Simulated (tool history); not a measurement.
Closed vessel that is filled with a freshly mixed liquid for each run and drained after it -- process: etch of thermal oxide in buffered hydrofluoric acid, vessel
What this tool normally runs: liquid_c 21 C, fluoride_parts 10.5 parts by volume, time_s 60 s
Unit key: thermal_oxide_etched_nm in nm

run	day	liquid_c	fluoride_parts	time_s	read-back film thickness of the thermal oxide reference wafer, read on the same gauge (nm)	thermal_oxide_etched_nm
1	0	22.5	10.5	60	40.02	51.77
2	0.55	21	10.5	60	40.01	47.29
3	0.958	21	10.5	60	40.02	48.01
4	1.633	21	10.5	60	39.99	47.35
5	2.012	21	11.5	60	40.01	43.35
6	2.704	21	11.5	60	39.99	43.1
7	3.204	21	13	60	40.01	38.19
8	3.946	21	13	60	40.01	43.15
9	4.292	18.5	10.5	60	39.99	45.9
10	6.396	18.5	10.5	60	40.01	49.11
11	7.108	21	10.5	60	39.98	56.33
12	7.758	18.5	14	30	39.99	18.31
13	8.146	17.5	10.5	60	40.02	45.8
14	8.671	18.5	8	75	40.02	77.48
15	9.192	17.5	10.5	60	40.01	45.3
16	9.462	17	13	75	40	44.33
17	9.75	17	14.5	90	40.01	48.11
18	10.279	18	10.5	60	39.99	47
19	10.842	25.5	12	60	40	61.42
20	11.421	25	12	95	39.99	94.73
21	12.158	21	10.5	60	39.99	55.26
22	12.904	19	9.5	40	40.01	35.6
23	13.475	21	8	45	40	51.99
24	13.788	19	12.5	40	40	27.14
25	14.146	21	10.5	60	40	54.39
26	14.871	21	8.5	60	40	64.52
27	16.858	18	14	30	40.01	17.2
28	17.229	21	9	35	40.02	35.36
29	17.867	21	10.5	60	40	53.26
30	18.171	25.5	8.5	40	40.01	54.13
31	18.667	19.5	7	30	40.02	35.73
32	18.942	21	10.5	60	39.99	53.45

Between the runs listed above, the log contained 3 entries, not reproduced here. Where in the sequence does each belong, and how does what the log doesn't record of the tool's condition differ from the listed run before to the listed run after?
In the gap between runs 7 and 8: hydrofluoric acid flow meter replaced (day 3.55)
  liquid colder than its thermometer reads (K): 1.19 -> 1.24; hydrofluoric acid flow below the setpoint (%): 11.9 -> 0.57
  the result without the hidden state subtracted from the measured one, thermal_oxide_etched_nm: -8.01 -> -3.36 nm
In the gap between runs 9 and 10: thermometer replaced (day 5.562)
  liquid colder than its thermometer reads (K): 1.25 -> 0.0887; hydrofluoric acid flow below the setpoint (%): 0.616 -> 0.902
  the result without the hidden state subtracted from the measured one, thermal_oxide_etched_nm: -3.68 -> -0.69 nm
In the gap between runs 15 and 16: gauge calibrated (day 9.208)
  liquid colder than its thermometer reads (K): 0.246 -> 0.261; hydrofluoric acid flow below the setpoint (%): 1.28 -> 1.32
  the result without the hidden state subtracted from the measured one, thermal_oxide_etched_nm: -1.23 -> -1.26 nm
